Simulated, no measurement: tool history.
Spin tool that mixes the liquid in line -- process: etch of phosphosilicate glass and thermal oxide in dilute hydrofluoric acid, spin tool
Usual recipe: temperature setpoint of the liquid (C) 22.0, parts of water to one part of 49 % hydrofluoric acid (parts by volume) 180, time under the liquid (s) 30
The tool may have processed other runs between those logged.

run	hour	temperature setpoint of the liquid (C)	parts of water to one part of 49 % hydrofluoric acid (parts by volume)	time under the liquid (s)	read-back film thickness of the phosphosilicate glass reference wafer, read on the same gauge (nm)	read-back film thickness of the thermal oxide reference wafer, read on the same gauge (nm)	thickness taken off the phosphosilicate glass on a monitor wafer (Å)	thickness taken off the thermal oxide on a monitor wafer (Å)
1	0.0	22.0	180	25	90.03	50.047	68.8	5.88
2	25.2	22.0	180	25	90.03	49.983	69.2	6.20
3	59.7	22.0	180	25	90.00	50.011	68.6	5.90
4	76.2	22.0	180	30	90.05	50.004	83.2	7.09
# hour 76.6: gauge calibrated
5	91.4	22.0	180	30	89.98	50.027	83.8	6.64
# hour 110.2: thermometer replaced
6	121.4	22.0	180	30	89.97	49.984	73.7	6.23
# hour 123.2: hydrofluoric acid flow meter replaced
7	143.4	22.0	180	30	89.98	49.999	82.3	7.16
8	161.4	22.0	180	30	90.01	49.995	81.8	6.73
9	179.5	20.5	95	25	89.99	49.957	133.3	11.39
10	210.8	22.0	180	50	89.98	50.017	134.6	11.57
11	246.5	18.5	210	15	90.03	50.002	30.2	2.44
12	281.6	22.0	180	30	90.00	50.014	81.9	6.61
13	300.8	20.5	180	30	90.05	49.982	78.3	6.89
14	349.2	19.0	180	30	90.00	50.029	73.6	6.12
15	445.0	22.0	180	30	90.00	50.013	82.2	6.59
16	479.6	22.0	235	25	89.98	50.014	49.7	4.19
17	510.3	17.0	230	30	90.00	49.971	50.7	4.50
18	525.0	25.0	225	25	89.99	49.986	58.7	4.96
19	553.4	22.0	180	25	90.06	49.978	68.8	5.83
20	567.2	23.5	180	30	90.00	50.013	87.4	7.50
21	581.1	22.0	180	30	90.03	50.030	82.8	6.92
22	609.4	18.0	265	30	89.99	50.016	44.8	3.96
23	656.6	22.0	180	15	90.02	49.987	41.8	3.55
24	671.4	23.5	115	20	90.03	49.974	97.6	8.61
25	703.6	22.0	110	30	89.96	49.980	147.5	13.44
26	739.1	22.0	180	45	89.96	50.007	124.7	11.02

Forecast each of these 4 alternatives for the next run:
A	739.5	22.0	180	30	?	?	?	?
B	739.5	26.0	135	30	?	?	?	?
C	739.5	26.0	180	40	?	?	?	?
D	739.5	25.0	180	15	?	?	?	?

run	read-back film thickness of the phosphosilicate glass reference wafer, read on the same gauge (nm)	read-back film thickness of the thermal oxide reference wafer, read on the same gauge (nm)	thickness taken off the phosphosilicate glass on a monitor wafer (Å)	thickness taken off the thermal oxide on a monitor wafer (Å)
A	89.99	50.028	83.6	7.06
B	89.99	50.028	136.6	11.54
C	89.99	50.028	129.1	10.91
D	89.99	50.028	46.7	3.95
With the hidden condition removed and each run's random variation left untouched, the same runs would have given:
run	thickness taken off the phosphosilicate glass on a monitor wafer (Å)	thickness taken off the thermal oxide on a monitor wafer (Å)
A	81.9	6.92
B	133.8	11.30
C	126.9	10.72
D	45.9	3.87
